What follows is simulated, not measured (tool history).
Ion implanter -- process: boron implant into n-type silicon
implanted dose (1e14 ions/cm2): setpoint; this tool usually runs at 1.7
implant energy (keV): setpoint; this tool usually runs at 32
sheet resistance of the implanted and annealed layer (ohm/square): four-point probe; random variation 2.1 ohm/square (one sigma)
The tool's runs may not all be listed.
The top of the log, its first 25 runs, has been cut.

run   hour  implanted dose (1e14 ions/cm2)  implant energy (keV)  wafers since the last listed run  hours since the last dose calibration  hours since the extraction supply was calibrated  hours since the gauge calibration  read-back reference wafer on the same gauge, sheet resistance  sheet resistance of the implanted and annealed layer (ohm/square)
 26  698.6                             1.2                    41                               948                                  133.6                                             349.5                              317.9                                                         576.32                                                             610.97
 27  729.9                             1.7                  26.5                              1296                                  164.9                                             380.8                              349.2                                                         577.29                                                             512.18
 28  752.6                            1.98                    38                               940                                  187.6                                             403.5                              371.9                                                         577.02                                                             431.43
 29  779.5                            2.04                    32                              1114                                  214.5                                             430.4                              398.8                                                         576.85                                                             434.04
 30  848.8                             1.7                    32                              2870                                  283.8                                             499.7                              468.1                                                         577.27                                                             500.16
 31  861.7                             1.7                    32                               534                                  296.7                                             512.6                                481                                                         576.74                                                             501.46
 32  880.5                             1.7                    32                               778                                  315.5                                             531.4                              499.8                                                         577.34                                                             502.25
 33  919.6                             1.7                    26                              1619                                  354.6                                             570.5                              538.9                                                         577.51                                                             519.65
 34  937.4                             1.7                  23.5                               737                                  372.4                                             588.3                              556.7                                                         576.61                                                             527.88
 35  958.4                            2.16                    40                               869                                  393.4                                             609.3                              577.7                                                         576.87                                                             408.81
 36  989.6                             1.7                  25.5                              1292                                  424.6                                             640.5                              608.9                                                         577.34                                                             521.54

5 options for the next run, each taken on its own from the tool as it stands now. Forecast them:
  A   990                             1.7                    32                                16                                    425                                             640.9                              609.3                                                              ?                                                                  ?
  B   990                            1.97                  41.5                                16                                    425                                             640.9                              609.3                                                              ?                                                                  ?
  C   990                            1.29                  41.5                                16                                    425                                             640.9                              609.3                                                              ?                                                                  ?
  D   990                            1.97                    29                                16                                    425                                             640.9                              609.3                                                              ?                                                                  ?
  E   990                            1.24                    29                                16                                    425                                             640.9                              609.3                                                              ?                                                                  ?

run  read-back reference wafer on the same gauge, sheet resistance  sheet resistance of the implanted and annealed layer (ohm/square)
  A                                                         576.64                                                             502.68
  B                                                         576.64                                                             433.64
  C                                                         576.64                                                             587.13
  D                                                         576.64                                                             456.36
  E                                                         576.64                                                             645.29
Had the tool no hidden state, the same runs would have come out as:
run  sheet resistance of the implanted and annealed layer (ohm/square)
  A                                                             489.47
  B                                                             422.48
  C                                                             572.44
  D                                                             444.06
  E                                                             628.55

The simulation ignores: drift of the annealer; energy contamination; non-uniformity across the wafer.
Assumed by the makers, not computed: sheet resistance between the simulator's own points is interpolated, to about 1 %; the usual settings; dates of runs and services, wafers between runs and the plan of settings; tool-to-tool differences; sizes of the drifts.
